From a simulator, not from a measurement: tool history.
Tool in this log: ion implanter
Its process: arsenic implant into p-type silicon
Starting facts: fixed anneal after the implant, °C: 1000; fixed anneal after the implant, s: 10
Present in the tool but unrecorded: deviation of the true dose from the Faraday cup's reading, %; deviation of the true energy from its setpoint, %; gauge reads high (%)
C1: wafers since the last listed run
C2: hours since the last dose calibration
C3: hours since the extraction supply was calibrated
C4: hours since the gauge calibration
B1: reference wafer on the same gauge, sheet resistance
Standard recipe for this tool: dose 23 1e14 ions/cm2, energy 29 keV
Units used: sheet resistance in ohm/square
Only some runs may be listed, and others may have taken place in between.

Run 1, day 0: usual settings; C1 0; C2 987.5; C3 3403.1; C4 223.6; B1 117.92. Result: sheet resistance 99.97 ohm/square.
Run 2, day 1.9: usual settings; C1 830; C2 1033.1; C3 3448.7; C4 269.2; B1 117.97. Result: sheet resistance 100.33 ohm/square.
Run 3, day 3.292: usual settings; C1 608; C2 1066.5; C3 3482.1; C4 302.6; B1 117.96. Result: sheet resistance 100.3 ohm/square.
Run 4, day 4.529: usual settings; C1 540; C2 1096.2; C3 3511.8; C4 332.3; B1 118.07. Result: sheet resistance 100.29 ohm/square.
Run 5, day 6.421: usual settings; C1 826; C2 1141.6; C3 3557.2; C4 377.7; B1 118.07. Result: sheet resistance 100.27 ohm/square.
Run 6, day 8.754: usual settings; C1 1019; C2 1197.6; C3 3613.2; C4 433.7; B1 118.02. Result: sheet resistance 100.2 ohm/square.
Run 7, day 14.192: usual settings; C1 2376; C2 1328.1; C3 3743.7; C4 564.2; B1 118.01. Result: sheet resistance 100.28 ohm/square.
At day 16.279: gauge calibrated.
Run 8, day 16.458: usual settings; C1 990; C2 1382.5; C3 3798.1; C4 4.3; B1 117.94. Result: sheet resistance 100.04 ohm/square.
Run 9, day 18.412: usual settings; C1 853; C2 1429.4; C3 3845; C4 51.2; B1 117.97. Result: sheet resistance 100.13 ohm/square.
Run 10, day 20.204: usual settings but energy 33.5 keV; C1 782; C2 1472.4; C3 3888; C4 94.2; B1 118.04. Result: sheet resistance 93.05 ohm/square.
At day 22.154: Faraday cup replaced and dose calibrated.
Run 11, day 22.175: usual settings but dose 26.01 1e14 ions/cm2; C1 715; C2 0.5; C3 3935.3; C4 141.5; B1 118. Result: sheet resistance 98.28 ohm/square.
Run 12, day 23.746: usual settings but dose 25.27 1e14 ions/cm2, energy 32.5 keV; C1 686; C2 38.2; C3 3973; C4 179.2; B1 118.06. Result: sheet resistance 93.11 ohm/square.
Run 13, day 25.808: usual settings but dose 17.16 1e14 ions/cm2, energy 38 keV; C1 901; C2 87.7; C3 4022.5; C4 228.7; B1 118.07. Result: sheet resistance 94.13 ohm/square.
Run 14, day 27.146: usual settings; C1 584; C2 119.8; C3 4054.6; C4 260.8; B1 117.98. Result: sheet resistance 100.01 ohm/square.
At day 27.771: extraction supply calibrated.
Run 15, day 30.05: usual settings; C1 1123; C2 189.5; C3 54.7; C4 330.5; B1 118.01. Result: sheet resistance 101.93 ohm/square.
Run 16, day 31.838: usual settings but dose 25.47 1e14 ions/cm2; C1 781; C2 232.4; C3 97.6; C4 373.4; B1 117.9. Result: sheet resistance 100.57 ohm/square.
Run 17, day 34.679: usual settings but energy 25 keV; C1 1241; C2 300.6; C3 165.8; C4 441.6; B1 117.97. Result: sheet resistance 110.07 ohm/square.
Run 18, day 36.129: usual settings but energy 21.5 keV; C1 633; C2 335.4; C3 200.6; C4 476.4; B1 117.98. Result: sheet resistance 117.81 ohm/square.
Run 19, day 37.508: usual settings but dose 20.31 1e14 ions/cm2, energy 38 keV; C1 602; C2 368.5; C3 233.7; C4 509.5; B1 118.05. Result: sheet resistance 91.55 ohm/square.
Run 20, day 44.096: usual settings but dose 18.98 1e14 ions/cm2; C1 2878; C2 526.6; C3 391.8; C4 667.6; B1 117.96. Result: sheet resistance 104.95 ohm/square.

Difference, measured minus no-hidden-state, one row per run. Run-to-run variation is common to both terms; the gauge's own scatter need not be:
run  sheet resistance
  1             -1.78
  2             -1.81
  3             -1.83
  4             -1.84
  5             -1.87
  6             -1.89
  7             -1.96
  8             -1.98
  9             -2.01
 10             -1.87
 11             -2.08
 12             -1.99
 13             -1.58
 14             -2.12
 15             -0.03
 16             -0.05
 17             -0.09
 18             -0.11
 19              -0.1
 20              -0.2
